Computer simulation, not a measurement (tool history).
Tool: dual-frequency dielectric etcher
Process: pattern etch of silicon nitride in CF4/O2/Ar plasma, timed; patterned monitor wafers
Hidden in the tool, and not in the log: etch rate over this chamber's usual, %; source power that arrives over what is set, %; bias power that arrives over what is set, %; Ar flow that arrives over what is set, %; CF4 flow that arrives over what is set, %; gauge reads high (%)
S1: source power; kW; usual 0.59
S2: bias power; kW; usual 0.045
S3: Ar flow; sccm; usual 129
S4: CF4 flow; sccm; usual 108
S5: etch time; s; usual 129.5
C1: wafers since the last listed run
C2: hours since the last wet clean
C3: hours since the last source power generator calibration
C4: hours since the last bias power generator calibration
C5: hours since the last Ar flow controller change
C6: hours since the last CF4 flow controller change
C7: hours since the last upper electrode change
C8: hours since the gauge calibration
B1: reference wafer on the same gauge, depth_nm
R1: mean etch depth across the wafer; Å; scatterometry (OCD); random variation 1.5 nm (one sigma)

run,hour,S1,S2,S3,S4,S5,C1,C2,C3,C4,C5,C6,C7,C8,B1,R1
1,0,0.59,0.045,129,108,129.5,0,424.7,152.8,267.6,2286.7,1779.7,0.5,2500.9,224.9,2671
2,91.7,0.59,0.045,129,108,129.5,987,516.4,244.5,359.3,2378.4,1871.4,92.2,2592.6,224.7,2678
# hour 153.6: wet clean of the chamber
3,173.3,0.59,0.051,159,108,90.5,620,19.7,326.1,440.9,2460,1953,173.8,2674.2,224.8,1877
4,240.5,0.48,0.045,99,94,129.5,723,86.9,393.3,508.1,2527.2,2020.2,241,2741.4,224.9,2275
5,278,0.59,0.05,154,127,155,404,124.4,430.8,545.6,2564.7,2057.7,278.5,2778.9,225.1,3310
6,384.4,0.59,0.045,107,108,166,1146,230.8,537.2,652,2671.1,2164.1,384.9,2885.3,225.2,3550
7,429.5,0.59,0.045,129,133,129.5,485,275.9,582.3,697.1,2716.2,2209.2,430,2930.4,225,2780
8,533.3,0.59,0.045,129,127,157.5,1118,379.7,686.1,800.9,2820,2313,533.8,3034.2,225.2,3385
9,632.9,0.59,0.045,129,108,129.5,1073,479.3,785.7,900.5,2919.6,2412.6,633.4,3133.8,225.1,2698
# hour 726: Ar flow controller replaced
10,733.1,0.7,0.055,129,108,129.5,1014,579.5,885.9,1000.7,7.1,2512.8,733.6,3234,225.2,3273
# hour 754: gauge calibrated
# hour 776: wet clean of the chamber
11,831,0.59,0.045,129,108,129.5,796,55,983.8,1098.6,105,2610.7,831.5,77,224.9,2702
# hour 859.8: CF4 flow controller replaced
12,927.2,0.59,0.045,129,122,129.5,971,151.2,1080,1194.8,201.2,67.4,927.7,173.2,225.1,2755
13,1015,0.59,0.045,129,114,129.5,945,239,1167.8,1282.6,289,155.2,1015.5,261,225,2747
14,1100.9,0.59,0.04,129,82,129.5,925,324.9,1253.7,1368.5,374.9,241.1,1101.4,346.9,224.9,2498
15,1165.1,0.59,0.045,129,108,118.5,691,389.1,1317.9,1432.7,439.1,305.3,1165.6,411.1,225,2441
16,1237.4,0.59,0.045,129,98,167.5,778,461.4,1390.2,1505,511.4,377.6,1237.9,483.4,225,3421
17,1320,0.64,0.051,129,108,129.5,889,544,1472.8,1587.6,594,460.2,1320.5,566,225.3,2996
# hour 1353.4: wet clean of the chamber
18,1408.3,0.59,0.045,129,108,129.5,692,54.9,1561.1,1675.9,682.3,548.5,1408.8,654.3,225.2,2702
19,1483.4,0.47,0.039,129,108,129.5,809,130,1636.2,1751,757.4,623.6,1483.9,729.4,224.7,2109
20,1542.6,0.48,0.037,140,108,129.5,637,189.2,1695.4,1810.2,816.6,682.8,1543.1,788.6,225,2124
21,1646,0.59,0.045,129,108,129.5,1113,292.6,1798.8,1913.6,920,786.2,1646.5,892,225.3,2695

4 ways to go on from here, each from the tool as it stands after run 21. What would each give?
A,1646.5,0.59,0.045,104,108,129.5,5,293.1,1799.3,1914.1,920.5,786.7,1647,892.5,?,?
B,1646.5,0.51,0.045,144,134,163,5,293.1,1799.3,1914.1,920.5,786.7,1647,892.5,?,?
C,1646.5,0.52,0.051,129,96,166,5,293.1,1799.3,1914.1,920.5,786.7,1647,892.5,?,?
D,1646.5,0.59,0.035,129,134,129.5,5,293.1,1799.3,1914.1,920.5,786.7,1647,892.5,?,?

run,B1,R1
A,225.2,2795
B,225.2,3042
C,225.2,3127
D,225.2,2657
Without the tool's hidden state the same runs would have given:
run,R1
A,2795
B,3042
C,3127
D,2657

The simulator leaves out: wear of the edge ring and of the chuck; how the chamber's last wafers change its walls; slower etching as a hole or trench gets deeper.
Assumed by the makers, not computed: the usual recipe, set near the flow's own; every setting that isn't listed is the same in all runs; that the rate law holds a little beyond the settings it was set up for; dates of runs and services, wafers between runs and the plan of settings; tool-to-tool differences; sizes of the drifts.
